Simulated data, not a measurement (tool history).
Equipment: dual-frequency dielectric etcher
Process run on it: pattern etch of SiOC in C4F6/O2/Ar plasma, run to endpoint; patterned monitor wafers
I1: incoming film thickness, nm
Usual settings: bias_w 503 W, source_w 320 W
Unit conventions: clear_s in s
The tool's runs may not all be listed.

{"run": 1, "hour": 0.0, "bias_w": 503, "source_w": 270, "I1": 37.97, "clear_s": 15.9}
{"run": 2, "hour": 106.5, "bias_w": 503, "source_w": 270, "I1": 38.61, "clear_s": 16.2}
{"run": 3, "hour": 143.4, "bias_w": 503, "source_w": 320, "I1": 38.73, "clear_s": 14.9}
{"hour": 213.0, "done": "wet clean of the chamber"}
{"run": 4, "hour": 343.0, "bias_w": 503, "source_w": 320, "I1": 38.31, "clear_s": 14.5}
{"hour": 420.3, "done": "upper electrode replaced"}
{"run": 5, "hour": 420.8, "bias_w": 503, "source_w": 320, "I1": 38.36, "clear_s": 14.6}
{"hour": 509.8, "done": "source power generator calibrated"}
{"hour": 643.6, "done": "wet clean of the chamber"}
{"run": 6, "hour": 645.2, "bias_w": 570, "source_w": 290, "I1": 38.47, "clear_s": 14.4}
{"hour": 670.0, "done": "bias power generator calibrated"}
{"run": 7, "hour": 727.0, "bias_w": 503, "source_w": 320, "I1": 38.64, "clear_s": 14.7}
{"run": 8, "hour": 795.3, "bias_w": 574, "source_w": 280, "I1": 38.87, "clear_s": 14.8}
{"run": 9, "hour": 876.4, "bias_w": 564, "source_w": 370, "I1": 38.31, "clear_s": 12.9}
{"run": 10, "hour": 929.3, "bias_w": 466, "source_w": 290, "I1": 38.45, "clear_s": 16.1}
{"run": 11, "hour": 965.4, "bias_w": 503, "source_w": 270, "I1": 38.33, "clear_s": 15.9}
{"hour": 1022.9, "done": "wet clean of the chamber"}
{"run": 12, "hour": 1023.4, "bias_w": 503, "source_w": 270, "I1": 38.45, "clear_s": 15.9}
{"run": 13, "hour": 1092.8, "bias_w": 606, "source_w": 380, "I1": 38.82, "clear_s": 12.4}
{"run": 14, "hour": 1150.1, "bias_w": 428, "source_w": 350, "I1": 38.01, "clear_s": 15.3}
{"run": 15, "hour": 1239.9, "bias_w": 599, "source_w": 260, "I1": 38.45, "clear_s": 14.8}
{"run": 16, "hour": 1311.5, "bias_w": 467, "source_w": 380, "I1": 38.92, "clear_s": 14.2}
{"run": 17, "hour": 1386.6, "bias_w": 503, "source_w": 320, "I1": 38.39, "clear_s": 14.8}

List, for all runs, the conditions of the tool that the log does not record:
etch rate over this chamber's usual, %: 0 in every run
bias power that arrives over what is set, %: 0 in every run
source power that arrives over what is set, %: 0 in every run
